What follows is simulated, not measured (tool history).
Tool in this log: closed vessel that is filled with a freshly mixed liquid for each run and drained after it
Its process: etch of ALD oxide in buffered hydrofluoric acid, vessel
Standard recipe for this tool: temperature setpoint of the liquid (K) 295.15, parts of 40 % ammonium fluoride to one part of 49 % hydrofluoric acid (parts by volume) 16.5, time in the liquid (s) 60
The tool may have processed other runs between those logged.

| run | hour | temperature setpoint of the liquid (K) | parts of 40 % ammonium fluoride to one part of 49 % hydrofluoric acid (parts by volume) | time in the liquid (s) | read-back film thickness of the ALD oxide reference wafer, read on the same gauge (nm) | thickness taken off the ALD oxide on a monitor wafer (nm) |
|---|---|---|---|---|---|---|
| 1 | 0.0 | 298.65 | 16.5 | 60 | 110.03 | 171.91 |
| 2 | 43.3 | 295.15 | 18.5 | 60 | 109.99 | 126.47 |
| 3 | 141.8 | 295.15 | 18.5 | 60 | 109.97 | 126.71 |
| 4 | 238.5 | 295.15 | 16.5 | 60 | 109.95 | 141.29 |
| 5 | 299.8 | 295.15 | 16.5 | 60 | 110.01 | 142.09 |
| 6 | 406.0 | 297.65 | 16.5 | 60 | 109.99 | 162.05 |
|  | 469.6 | thermometer replaced |
| 7 | 497.2 | 297.65 | 16.5 | 60 | 110.01 | 162.46 |
| 8 | 569.3 | 297.65 | 16.5 | 60 | 110.02 | 162.15 |
| 9 | 617.8 | 295.15 | 16.5 | 35 | 110.03 | 82.57 |
| 10 | 712.8 | 295.15 | 16.5 | 60 | 110.01 | 140.80 |
| 11 | 756.2 | 295.15 | 16.5 | 60 | 110.00 | 140.87 |
|  | 839.9 | hydrofluoric acid flow meter replaced |
| 12 | 852.5 | 295.15 | 16.5 | 85 | 109.98 | 205.98 |
| 13 | 934.5 | 292.65 | 16.5 | 60 | 109.98 | 125.96 |
| 14 | 1018.5 | 295.15 | 16.5 | 60 | 110.01 | 144.51 |
|  | 1038.1 | gauge calibrated |
| 15 | 1091.5 | 295.15 | 16.5 | 60 | 110.00 | 144.90 |
|  | 1102.9 | thermometer replaced |
| 16 | 1156.2 | 297.15 | 13.0 | 60 | 109.98 | 203.80 |
| 17 | 1243.2 | 295.15 | 16.5 | 60 | 110.05 | 143.41 |
| 18 | 1286.5 | 295.15 | 16.5 | 60 | 110.01 | 142.75 |
| 19 | 1356.1 | 292.15 | 13.5 | 60 | 109.98 | 147.73 |
| 20 | 1403.5 | 295.15 | 16.5 | 60 | 109.96 | 142.39 |
| 21 | 1443.4 | 295.15 | 16.5 | 80 | 109.99 | 192.12 |
| 22 | 1490.8 | 297.65 | 16.5 | 80 | 109.98 | 219.14 |
| 23 | 1559.4 | 298.15 | 13.5 | 85 | 110.00 | 293.12 |
| 24 | 1637.3 | 295.15 | 16.5 | 60 | 110.00 | 143.60 |
|  | 1700.5 | thermometer replaced |
| 25 | 1887.2 | 292.65 | 16.5 | 60 | 110.04 | 123.05 |
| 26 | 1942.2 | 293.15 | 19.5 | 85 | 110.03 | 151.56 |
| 27 | 2012.3 | 297.15 | 18.5 | 60 | 110.01 | 139.97 |
| 28 | 2236.3 | 298.15 | 16.5 | 85 | 109.98 | 235.98 |
|  | 2262.7 | thermometer replaced |
| 29 | 2329.2 | 296.65 | 14.0 | 30 | 110.02 | 91.18 |
| 30 | 2375.2 | 293.65 | 16.5 | 60 | 109.99 | 130.48 |
| 31 | 2419.6 | 295.15 | 16.5 | 50 | 110.02 | 116.81 |
| 32 | 2459.9 | 295.15 | 16.5 | 60 | 109.99 | 142.19 |
| 33 | 2530.8 | 295.15 | 16.5 | 60 | 109.96 | 140.85 |

Hidden state or all else? Some run-to-run changes of thickness taken off the ALD oxide on a monitor wafer (nm), split into what the settings, what came in and random variation would give without the hidden state, and what is left for the hidden state (with any gauge scatter that isn't in both results):
What the log doesn't record here: liquid hotter than its thermometer reads (K); hydrofluoric acid flow below the setpoint (%); gauge reads high (%).
Run 11 -> 12: time in the liquid (s) 60 -> 85, hydrofluoric acid flow meter replaced. thickness taken off the ALD oxide on a monitor wafer (nm) +65.11: hidden state +3.65, all else +61.46.
Run 23 -> 24: temperature setpoint of the liquid (K) 298.15 -> 295.15, parts of 40 % ammonium fluoride to one part of 49 % hydrofluoric acid (parts by volume) 13.5 -> 16.5, time in the liquid (s) 85 -> 60. thickness taken off the ALD oxide on a monitor wafer (nm) -149.52: hidden state +2.37, all else -151.89.
Run 27 -> 28: temperature setpoint of the liquid (K) 297.15 -> 298.15, parts of 40 % ammonium fluoride to one part of 49 % hydrofluoric acid (parts by volume) 18.5 -> 16.5, time in the liquid (s) 60 -> 85. thickness taken off the ALD oxide on a monitor wafer (nm) +96.01: hidden state -3.37, all else +99.38.
Run 28 -> 29: temperature setpoint of the liquid (K) 298.15 -> 296.65, parts of 40 % ammonium fluoride to one part of 49 % hydrofluoric acid (parts by volume) 16.5 -> 14.0, time in the liquid (s) 85 -> 30, thermometer replaced. thickness taken off the ALD oxide on a monitor wafer (nm) -144.80: hidden state +4.09, all else -148.89.
